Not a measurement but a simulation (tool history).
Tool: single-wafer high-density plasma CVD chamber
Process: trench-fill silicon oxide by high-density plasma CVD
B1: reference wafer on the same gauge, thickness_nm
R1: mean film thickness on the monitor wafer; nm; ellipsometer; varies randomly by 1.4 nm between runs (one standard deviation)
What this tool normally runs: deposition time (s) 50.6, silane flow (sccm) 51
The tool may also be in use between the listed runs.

run 1 hour=0 | deposition_time_(s)=50.6 silane_flow_(sccm)=51 | B1=193.084 | R1=244.992
run 2 hour=105.8 | deposition_time_(s)=47.7 silane_flow_(sccm)=51 | B1=192.754 | R1=232.458
run 3 hour=208 | deposition_time_(s)=47.7 silane_flow_(sccm)=51 | B1=193.137 | R1=232.977
run 4 hour=294.3 | deposition_time_(s)=47.7 silane_flow_(sccm)=51 | B1=192.795 | R1=233.118
run 5 hour=338.1 | deposition_time_(s)=55.7 silane_flow_(sccm)=55 | B1=193.143 | R1=294.305
run 6 hour=388.6 | deposition_time_(s)=55.7 silane_flow_(sccm)=55 | B1=193.18 | R1=294.876
run 7 hour=425.4 | deposition_time_(s)=50.6 silane_flow_(sccm)=51 | B1=192.896 | R1=250.789
run 8 hour=517.7 | deposition_time_(s)=50.6 silane_flow_(sccm)=51 | B1=192.841 | R1=250.573
run 9 hour=596.5 | deposition_time_(s)=50.6 silane_flow_(sccm)=51 | B1=192.934 | R1=252.313
run 10 hour=694.3 | deposition_time_(s)=46.8 silane_flow_(sccm)=51 | B1=193.023 | R1=236.1
run 11 hour=766.2 | deposition_time_(s)=46.8 silane_flow_(sccm)=51 | B1=192.945 | R1=232.327
run 12 hour=820.6 | deposition_time_(s)=46.8 silane_flow_(sccm)=51 | B1=193.191 | R1=235.022
run 13 hour=914.3 | deposition_time_(s)=50.6 silane_flow_(sccm)=56 | B1=193.031 | R1=278.721
-- hour=921.8 gauge calibrated
run 14 hour=1021.4 | deposition_time_(s)=50.6 silane_flow_(sccm)=51 | B1=192.763 | R1=255.581
run 15 hour=1128.2 | deposition_time_(s)=50.6 silane_flow_(sccm)=51 | B1=193.224 | R1=254.851
-- hour=1182.4 silane flow controller replaced
run 16 hour=1216.8 | deposition_time_(s)=50.6 silane_flow_(sccm)=51 | B1=193.061 | R1=240.465
run 17 hour=1266.3 | deposition_time_(s)=50.6 silane_flow_(sccm)=51 | B1=193.103 | R1=238.032
run 18 hour=1310.1 | deposition_time_(s)=50.6 silane_flow_(sccm)=51 | B1=193.016 | R1=239.423
run 19 hour=1356.7 | deposition_time_(s)=50.6 silane_flow_(sccm)=51 | B1=193.138 | R1=238.813
run 20 hour=1458.7 | deposition_time_(s)=50.6 silane_flow_(sccm)=51 | B1=192.924 | R1=241.039
run 21 hour=1498.1 | deposition_time_(s)=50.6 silane_flow_(sccm)=51 | B1=192.99 | R1=242.122
run 22 hour=1542.8 | deposition_time_(s)=50.6 silane_flow_(sccm)=51 | B1=193.19 | R1=241.306
run 23 hour=1607.7 | deposition_time_(s)=46.8 silane_flow_(sccm)=51 | B1=193.022 | R1=221.878
run 24 hour=1670.8 | deposition_time_(s)=44.8 silane_flow_(sccm)=51 | B1=193.042 | R1=214.46
run 25 hour=1753.3 | deposition_time_(s)=50.6 silane_flow_(sccm)=51 | B1=193.025 | R1=243.109
run 26 hour=1807.8 | deposition_time_(s)=50.6 silane_flow_(sccm)=57 | B1=192.81 | R1=274.707
run 27 hour=1896.2 | deposition_time_(s)=42.8 silane_flow_(sccm)=56 | B1=192.941 | R1=227.009
run 28 hour=2000 | deposition_time_(s)=47.9 silane_flow_(sccm)=55 | B1=192.918 | R1=251.434
run 29 hour=2044.6 | deposition_time_(s)=41.4 silane_flow_(sccm)=59 | B1=192.855 | R1=232.586
run 30 hour=2111.5 | deposition_time_(s)=50.6 silane_flow_(sccm)=51 | B1=192.986 | R1=245.992
run 31 hour=2171.8 | deposition_time_(s)=50.6 silane_flow_(sccm)=51 | B1=192.981 | R1=247.217
run 32 hour=2216.8 | deposition_time_(s)=54.3 silane_flow_(sccm)=48 | B1=192.763 | R1=248.626
run 33 hour=2282.5 | deposition_time_(s)=50.6 silane_flow_(sccm)=51 | B1=192.881 | R1=247.146
run 34 hour=2358.2 | deposition_time_(s)=50.6 silane_flow_(sccm)=54 | B1=192.703 | R1=264.071
-- hour=2448.7 gauge calibrated
run 35 hour=2459.3 | deposition_time_(s)=44.2 silane_flow_(sccm)=45 | B1=193.016 | R1=191.253
run 36 hour=2523.2 | deposition_time_(s)=58.5 silane_flow_(sccm)=55 | B1=192.965 | R1=314.494
run 37 hour=2574.6 | deposition_time_(s)=57.2 silane_flow_(sccm)=42 | B1=192.916 | R1=234.718
run 38 hour=2625.4 | deposition_time_(s)=50.6 silane_flow_(sccm)=51 | B1=193.248 | R1=252.799
-- hour=2665.5 silane flow controller replaced
run 39 hour=2724.6 | deposition_time_(s)=46.8 silane_flow_(sccm)=57 | B1=193.077 | R1=252.878
run 40 hour=2791.4 | deposition_time_(s)=50.6 silane_flow_(sccm)=57 | B1=193.244 | R1=267.425
run 41 hour=2829 | deposition_time_(s)=50.6 silane_flow_(sccm)=51 | B1=193.002 | R1=242.509
run 42 hour=2884.5 | deposition_time_(s)=45.3 silane_flow_(sccm)=61 | B1=192.819 | R1=260.983
run 43 hour=2975.2 | deposition_time_(s)=50.6 silane_flow_(sccm)=59 | B1=193.103 | R1=280.457

Alternative continuations, all from the tool just after run 43; predict every row:
run A hour=2975.6 | deposition_time_(s)=56.4 silane_flow_(sccm)=51 | B1=? | R1=?
run B hour=2975.6 | deposition_time_(s)=56.1 silane_flow_(sccm)=54 | B1=? | R1=?
run C hour=2975.6 | deposition_time_(s)=58.2 silane_flow_(sccm)=51 | B1=? | R1=?

run=A B1=192.775 R1=270.076
run=B B1=192.775 R1=284.442
run=C B1=192.775 R1=278.696
Stripped of hidden state, with their random variation kept, the same runs would have yielded:
run=A R1=266.497
run=B R1=280.672
run=C R1=275.002

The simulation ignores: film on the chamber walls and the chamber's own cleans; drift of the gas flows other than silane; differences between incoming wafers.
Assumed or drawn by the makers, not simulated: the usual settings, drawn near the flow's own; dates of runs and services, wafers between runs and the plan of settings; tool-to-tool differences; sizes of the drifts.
